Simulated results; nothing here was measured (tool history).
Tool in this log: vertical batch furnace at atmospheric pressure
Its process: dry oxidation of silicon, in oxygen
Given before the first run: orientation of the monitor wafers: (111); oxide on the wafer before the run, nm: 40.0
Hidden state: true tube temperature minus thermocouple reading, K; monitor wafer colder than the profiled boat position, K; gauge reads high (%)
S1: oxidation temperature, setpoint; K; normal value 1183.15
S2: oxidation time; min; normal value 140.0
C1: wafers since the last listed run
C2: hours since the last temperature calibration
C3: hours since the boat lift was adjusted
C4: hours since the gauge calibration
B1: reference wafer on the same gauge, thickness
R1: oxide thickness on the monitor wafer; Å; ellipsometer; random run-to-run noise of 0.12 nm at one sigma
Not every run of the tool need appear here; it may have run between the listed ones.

| run | day | S1 | S2 | C1 | C2 | C3 | C4 | B1 | R1 |
|---|---|---|---|---|---|---|---|---|---|
| 1 | 0.000 | 1183.15 | 140.0 | 0 | 3794.2 | 1713.7 | 131.5 | 80.43 | 797.2 |
| 2 | 0.450 | 1183.15 | 140.0 | 128 | 3805.0 | 1724.5 | 142.3 | 80.37 | 796.1 |
| 3 | 2.200 | 1170.15 | 140.0 | 501 | 3847.0 | 1766.5 | 184.3 | 80.36 | 734.4 |
| 4 | 2.858 | 1170.15 | 140.0 | 188 | 3862.8 | 1782.3 | 200.1 | 80.41 | 738.3 |
| 5 | 3.800 | 1170.15 | 140.0 | 269 | 3885.4 | 1804.9 | 222.7 | 80.37 | 737.5 |
| 6 | 4.471 | 1183.15 | 140.0 | 192 | 3901.5 | 1821.0 | 238.8 | 80.40 | 795.0 |
| 7 | 5.212 | 1183.15 | 140.0 | 212 | 3919.3 | 1838.8 | 256.6 | 80.46 | 793.8 |
| 8 | 5.788 | 1183.15 | 140.0 | 164 | 3933.1 | 1852.6 | 270.4 | 80.41 | 793.1 |
| 9 | 6.288 | 1183.15 | 140.0 | 143 | 3945.1 | 1864.6 | 282.4 | 80.40 | 793.7 |
| 10 | 6.858 | 1183.15 | 140.0 | 163 | 3958.8 | 1878.3 | 296.1 | 80.38 | 792.1 |
| 11 | 7.371 | 1183.15 | 140.0 | 146 | 3971.1 | 1890.6 | 308.4 | 80.36 | 794.4 |
| 12 | 8.050 | 1183.15 | 140.0 | 194 | 3987.4 | 1906.9 | 324.7 | 80.40 | 793.1 |
|  | 9.521 | boat lift adjusted |
| 13 | 9.542 | 1183.15 | 140.0 | 140 | 4023.2 | 0.5 | 360.5 | 80.39 | 806.1 |
| 14 | 9.825 | 1183.15 | 108.5 | 81 | 4030.0 | 7.3 | 367.3 | 80.41 | 728.3 |
| 15 | 10.108 | 1183.15 | 108.5 | 81 | 4036.8 | 14.1 | 374.1 | 80.42 | 726.7 |
| 16 | 10.488 | 1183.15 | 140.0 | 108 | 4045.9 | 23.2 | 383.2 | 80.41 | 807.6 |
|  | 11.492 | thermocouples replaced and temperature profile calibrated |
| 17 | 11.512 | 1183.15 | 140.0 | 7 | 0.5 | 47.8 | 407.8 | 80.41 | 807.0 |
| 18 | 11.796 | 1183.15 | 140.0 | 81 | 7.3 | 54.6 | 414.6 | 80.42 | 804.1 |
| 19 | 12.742 | 1158.15 | 87.5 | 271 | 30.0 | 77.3 | 437.3 | 80.45 | 596.2 |
| 20 | 13.404 | 1160.15 | 173.0 | 189 | 45.9 | 93.2 | 453.2 | 80.40 | 765.3 |
| 21 | 14.096 | 1163.15 | 106.5 | 198 | 62.5 | 109.8 | 469.8 | 80.39 | 650.9 |
| 22 | 15.088 | 1183.15 | 111.0 | 284 | 86.3 | 133.6 | 493.6 | 80.44 | 735.3 |
|  | 15.375 | gauge calibrated |
| 23 | 15.821 | 1183.15 | 111.0 | 210 | 103.9 | 151.2 | 10.7 | 80.38 | 733.9 |
| 24 | 16.288 | 1183.15 | 140.0 | 133 | 115.1 | 162.4 | 21.9 | 80.37 | 805.0 |
| 25 | 16.729 | 1176.15 | 201.5 | 126 | 125.7 | 173.0 | 32.5 | 80.41 | 904.9 |
| 26 | 17.688 | 1199.15 | 83.5 | 274 | 148.7 | 196.0 | 55.5 | 80.38 | 717.4 |
| 27 | 18.412 | 1183.15 | 140.0 | 207 | 166.1 | 213.4 | 72.9 | 80.34 | 807.2 |
| 28 | 18.862 | 1183.15 | 160.0 | 128 | 176.9 | 224.2 | 83.7 | 80.38 | 852.9 |
| 29 | 19.742 | 1160.15 | 165.5 | 251 | 198.0 | 245.3 | 104.8 | 80.39 | 753.0 |
| 30 | 20.458 | 1175.15 | 166.5 | 205 | 215.2 | 262.5 | 122.0 | 80.36 | 828.4 |
| 31 | 21.050 | 1206.15 | 197.0 | 169 | 229.4 | 276.7 | 136.2 | 80.39 | 1094.6 |
| 32 | 21.654 | 1195.15 | 159.0 | 173 | 243.9 | 291.2 | 150.7 | 80.43 | 919.6 |
| 33 | 22.300 | 1190.15 | 84.5 | 185 | 259.4 | 306.7 | 166.2 | 80.41 | 689.3 |
| 34 | 22.746 | 1166.15 | 140.0 | 127 | 270.1 | 317.4 | 176.9 | 80.40 | 731.2 |
| 35 | 23.425 | 1183.15 | 164.0 | 194 | 286.4 | 333.7 | 193.2 | 80.41 | 862.7 |

Give the tool's hidden conditions for every run:
true tube temperature minus thermocouple reading, K: 0 in every run
gauge reads high (%): 0 in every run
H1: monitor wafer colder than the profiled boat position, K
| run | H1 |
|---|---|
| 1 | 2.71 |
| 2 | 2.74 |
| 3 | 2.87 |
| 4 | 2.91 |
| 5 | 2.98 |
| 6 | 3.03 |
| 7 | 3.08 |
| 8 | 3.12 |
| 9 | 3.16 |
| 10 | 3.2 |
| 11 | 3.24 |
| 12 | 3.29 |
| 13 | 0.525 |
| 14 | 0.525 |
| 15 | 0.525 |
| 16 | 0.525 |
| 17 | 0.527 |
| 18 | 0.527 |
| 19 | 0.53 |
| 20 | 0.532 |
| 21 | 0.535 |
| 22 | 0.54 |
| 23 | 0.544 |
| 24 | 0.547 |
| 25 | 0.55 |
| 26 | 0.557 |
| 27 | 0.562 |
| 28 | 0.566 |
| 29 | 0.574 |
| 30 | 0.582 |
| 31 | 0.588 |
| 32 | 0.595 |
| 33 | 0.602 |
| 34 | 0.608 |
| 35 | 0.617 |
